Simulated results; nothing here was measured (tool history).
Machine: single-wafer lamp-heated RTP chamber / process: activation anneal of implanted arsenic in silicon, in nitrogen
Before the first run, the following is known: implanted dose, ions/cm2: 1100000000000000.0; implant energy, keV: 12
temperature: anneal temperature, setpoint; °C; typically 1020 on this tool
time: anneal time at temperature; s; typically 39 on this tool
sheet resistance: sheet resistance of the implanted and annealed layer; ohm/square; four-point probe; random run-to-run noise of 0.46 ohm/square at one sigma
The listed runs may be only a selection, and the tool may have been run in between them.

| run | day | temperature | time | read-back reference wafer on the same gauge, sheet resistance | sheet resistance |
|---|---|---|---|---|---|
| 1 | 0 | 1020 | 39 | 113.03 | 117.78 |
| 2 | 0.467 | 1026 | 29 | 112.98 | 121.09 |
| 3 | 1.021 | 1020 | 39 | 113.07 | 118.07 |
| 4 | 1.688 | 1020 | 39 | 113.16 | 117.43 |
|  | 2.838 | reflector plate cleaned |
| 5 | 3.496 | 1006 | 39 | 113.02 | 123.66 |
| 6 | 4.146 | 1031 | 39 | 112.96 | 113.74 |
| 7 | 4.721 | 1031 | 39 | 113.02 | 113.14 |
| 8 | 5.112 | 1031 | 39 | 112.91 | 113.59 |
| 9 | 5.717 | 1008 | 39 | 112.94 | 121.78 |
| 10 | 6.317 | 1008 | 39 | 112.99 | 122.99 |
| 11 | 7.012 | 1008 | 39 | 113.09 | 121.67 |
| 12 | 7.617 | 996 | 39 | 112.91 | 128.61 |
| 13 | 8.3 | 996 | 39 | 113.02 | 128.29 |
|  | 8.988 | pyrometer window cleaned and pyrometer calibrated |
| 14 | 9.008 | 1020 | 39 | 112.98 | 113.71 |
| 15 | 9.121 | 1020 | 39 | 113 | 114.66 |
| 16 | 9.446 | 1020 | 39 | 112.98 | 114.38 |
|  | 9.804 | gauge calibrated |
| 17 | 9.942 | 1020 | 39 | 113.01 | 114.59 |
|  | 10.533 | reflector plate cleaned |
| 18 | 10.554 | 1020 | 39 | 113.06 | 114.1 |
| 19 | 11.012 | 1045 | 53 | 113 | 103.67 |
| 20 | 11.579 | 1000 | 22 | 113.03 | 133.64 |
| 21 | 12.042 | 997 | 20 | 113.06 | 138.35 |
| 22 | 12.538 | 993 | 46 | 112.96 | 122.12 |
| 23 | 13.275 | 1040 | 22 | 113.05 | 116.18 |
| 24 | 13.529 | 1020 | 47 | 112.96 | 111.46 |
|  | 13.921 | pyrometer window cleaned and pyrometer calibrated, repeated, since the last time left the tool worse |
| 25 | 15.442 | 1009 | 24 | 113.04 | 135.93 |
| 26 | 16.154 | 993 | 24 | 112.93 | 146.63 |
| 27 | 16.738 | 1020 | 39 | 112.94 | 120.17 |
| 28 | 17.438 | 1007 | 39 | 113.17 | 125.99 |
| 29 | 17.867 | 999 | 58 | 113 | 122.35 |
|  | 18.629 | reflector plate cleaned |
| 30 | 18.65 | 997 | 39 | 112.93 | 131.69 |
| 31 | 19.05 | 1003 | 30 | 112.99 | 133.81 |
| 32 | 19.4 | 994 | 24 | 113.06 | 144.99 |
| 33 | 19.938 | 1020 | 39 | 113.03 | 119.95 |
| 34 | 20.338 | 993 | 24 | 113 | 146.92 |
| 35 | 20.862 | 997 | 24 | 112.92 | 143.31 |
| 36 | 21.346 | 1002 | 46 | 113.04 | 125.21 |
| 37 | 21.908 | 1001 | 18 | 112.95 | 146.95 |
| 38 | 22.942 | 1000 | 22 | 113.04 | 143.63 |

Predict each of these 3 candidate next runs independently; none follows another, all start after run 38:
| A | 22.958 | 1004 | 39 | ? | ? |
| B | 22.958 | 1006 | 55 | ? | ? |
| C | 22.958 | 1029 | 52 | ? | ? |

| run | read-back reference wafer on the same gauge, sheet resistance | sheet resistance |
|---|---|---|
| A | 113.08 | 128.13 |
| B | 113.08 | 120.29 |
| C | 113.08 | 112.2 |
Had the tool no hidden state, the same runs would have come out as:
| run | sheet resistance |
|---|---|
| A | 129.31 |
| B | 121.24 |
| C | 112.79 |
